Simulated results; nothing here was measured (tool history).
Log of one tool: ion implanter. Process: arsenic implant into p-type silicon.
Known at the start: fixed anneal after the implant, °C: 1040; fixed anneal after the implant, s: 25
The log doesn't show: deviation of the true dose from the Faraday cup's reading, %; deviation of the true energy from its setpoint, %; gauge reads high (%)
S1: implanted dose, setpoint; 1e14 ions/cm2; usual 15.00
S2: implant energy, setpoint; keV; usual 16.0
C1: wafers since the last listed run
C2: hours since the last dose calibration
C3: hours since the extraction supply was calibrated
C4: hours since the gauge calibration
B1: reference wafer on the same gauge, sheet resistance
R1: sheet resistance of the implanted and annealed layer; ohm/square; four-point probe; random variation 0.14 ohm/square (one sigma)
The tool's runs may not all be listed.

run 1 day=0.000 | S1=15.00 S2=16.0 | C1=0 C2=1695.9 C3=2280.0 C4=109.5 | B1=78.08 | R1=91.24
run 2 day=1.833 | S1=15.00 S2=16.0 | C1=588 C2=1739.9 C3=2324.0 C4=153.5 | B1=78.12 | R1=91.25
run 3 day=2.421 | S1=15.00 S2=16.0 | C1=188 C2=1754.0 C3=2338.1 C4=167.6 | B1=78.08 | R1=91.37
run 4 day=2.779 | S1=12.54 S2=12.5 | C1=115 C2=1762.6 C3=2346.7 C4=176.2 | B1=78.09 | R1=101.19
run 5 day=4.746 | S1=11.71 S2=16.0 | C1=631 C2=1809.8 C3=2393.9 C4=223.4 | B1=78.09 | R1=103.22
run 6 day=5.358 | S1=11.71 S2=16.0 | C1=196 C2=1824.5 C3=2408.6 C4=238.1 | B1=78.07 | R1=102.91
run 7 day=5.650 | S1=17.75 S2=16.0 | C1=93 C2=1831.5 C3=2415.6 C4=245.1 | B1=78.08 | R1=85.09
run 8 day=6.171 | S1=17.75 S2=16.0 | C1=167 C2=1844.0 C3=2428.1 C4=257.6 | B1=78.14 | R1=85.07
run 9 day=6.567 | S1=15.00 S2=16.0 | C1=127 C2=1853.5 C3=2437.6 C4=267.1 | B1=78.12 | R1=91.20
run 10 day=6.975 | S1=15.00 S2=16.0 | C1=131 C2=1863.3 C3=2447.4 C4=276.9 | B1=78.12 | R1=91.12
run 11 day=7.638 | S1=17.29 S2=16.0 | C1=212 C2=1879.2 C3=2463.3 C4=292.8 | B1=78.12 | R1=85.89
run 12 day=8.383 | S1=17.29 S2=16.0 | C1=239 C2=1897.1 C3=2481.2 C4=310.7 | B1=78.06 | R1=85.67
-- day=8.942 Faraday cup replaced and dose calibrated
run 13 day=8.962 | S1=17.29 S2=16.0 | C1=78 C2=0.5 C3=2495.1 C4=324.6 | B1=78.09 | R1=86.81
run 14 day=9.625 | S1=17.07 S2=11.0 | C1=212 C2=16.4 C3=2511.0 C4=340.5 | B1=78.16 | R1=90.75
run 15 day=10.325 | S1=18.63 S2=16.0 | C1=224 C2=33.2 C3=2527.8 C4=357.3 | B1=78.14 | R1=84.63
run 16 day=10.946 | S1=18.60 S2=19.5 | C1=199 C2=48.1 C3=2542.7 C4=372.2 | B1=78.12 | R1=82.17
run 17 day=11.612 | S1=16.32 S2=18.0 | C1=213 C2=64.1 C3=2558.7 C4=388.2 | B1=78.07 | R1=87.61
run 18 day=11.929 | S1=13.45 S2=16.0 | C1=101 C2=71.7 C3=2566.3 C4=395.8 | B1=78.07 | R1=97.12
run 19 day=12.233 | S1=13.09 S2=19.5 | C1=97 C2=79.0 C3=2573.6 C4=403.1 | B1=78.08 | R1=96.69
run 20 day=12.496 | S1=15.00 S2=18.5 | C1=84 C2=85.3 C3=2579.9 C4=409.4 | B1=78.13 | R1=90.63
-- day=13.317 extraction supply calibrated
run 21 day=13.338 | S1=16.24 S2=16.0 | C1=163 C2=105.5 C3=0.5 C4=429.6 | B1=78.09 | R1=89.22
run 22 day=13.842 | S1=17.38 S2=11.0 | C1=161 C2=117.6 C3=12.6 C4=441.7 | B1=78.11 | R1=89.89
run 23 day=14.279 | S1=15.00 S2=19.0 | C1=140 C2=128.1 C3=23.1 C4=452.2 | B1=78.11 | R1=90.51
run 24 day=14.592 | S1=17.25 S2=16.0 | C1=100 C2=135.6 C3=30.6 C4=459.7 | B1=78.09 | R1=87.20
-- day=14.608 gauge calibrated
run 25 day=14.954 | S1=10.59 S2=21.0 | C1=116 C2=144.3 C3=39.3 C4=8.3 | B1=78.09 | R1=108.34
run 26 day=15.700 | S1=15.00 S2=16.0 | C1=239 C2=162.2 C3=57.2 C4=26.2 | B1=78.06 | R1=92.63
run 27 day=16.075 | S1=15.00 S2=16.0 | C1=120 C2=171.2 C3=66.2 C4=35.2 | B1=78.17 | R1=92.27
run 28 day=16.479 | S1=15.00 S2=16.0 | C1=129 C2=180.9 C3=75.9 C4=44.9 | B1=78.09 | R1=92.02
run 29 day=16.938 | S1=10.82 S2=16.0 | C1=147 C2=191.9 C3=86.9 C4=55.9 | B1=78.04 | R1=109.73
run 30 day=17.267 | S1=17.29 S2=16.0 | C1=105 C2=199.8 C3=94.8 C4=63.8 | B1=78.07 | R1=86.82
run 31 day=17.925 | S1=17.75 S2=16.0 | C1=211 C2=215.6 C3=110.6 C4=79.6 | B1=78.11 | R1=86.11
run 32 day=18.438 | S1=17.29 S2=16.0 | C1=164 C2=227.9 C3=122.9 C4=91.9 | B1=78.10 | R1=86.68
run 33 day=18.729 | S1=12.15 S2=18.0 | C1=93 C2=234.9 C3=129.9 C4=98.9 | B1=78.11 | R1=101.33
run 34 day=19.175 | S1=11.98 S2=13.0 | C1=143 C2=245.6 C3=140.6 C4=109.6 | B1=78.09 | R1=105.22
run 35 day=19.492 | S1=19.01 S2=18.0 | C1=101 C2=253.2 C3=148.2 C4=117.2 | B1=78.07 | R1=82.29
run 36 day=19.867 | S1=16.15 S2=10.5 | C1=120 C2=262.2 C3=157.2 C4=126.2 | B1=78.06 | R1=92.42
run 37 day=20.317 | S1=16.70 S2=20.0 | C1=144 C2=273.0 C3=168.0 C4=137.0 | B1=78.12 | R1=85.59

5 ways to go on from here, each from the tool as it stands after run 37. What would each give?
run A day=20.333 | S1=15.00 S2=20.5 | C1=5 C2=273.4 C3=168.4 C4=137.4 | B1=? | R1=?
run B day=20.333 | S1=16.88 S2=18.5 | C1=5 C2=273.4 C3=168.4 C4=137.4 | B1=? | R1=?
run C day=20.333 | S1=11.64 S2=19.5 | C1=5 C2=273.4 C3=168.4 C4=137.4 | B1=? | R1=?
run D day=20.333 | S1=10.68 S2=16.0 | C1=5 C2=273.4 C3=168.4 C4=137.4 | B1=? | R1=?
run E day=20.333 | S1=15.00 S2=17.5 | C1=5 C2=273.4 C3=168.4 C4=137.4 | B1=? | R1=?

run=A B1=78.14 R1=89.46
run=B B1=78.14 R1=86.13
run=C B1=78.14 R1=103.02
run=D B1=78.14 R1=110.66
run=E B1=78.14 R1=91.36
Without the tool's hidden state the same runs would have given:
run=A R1=90.21
run=B R1=86.76
run=C R1=104.09
run=D R1=111.87
run=E R1=92.10
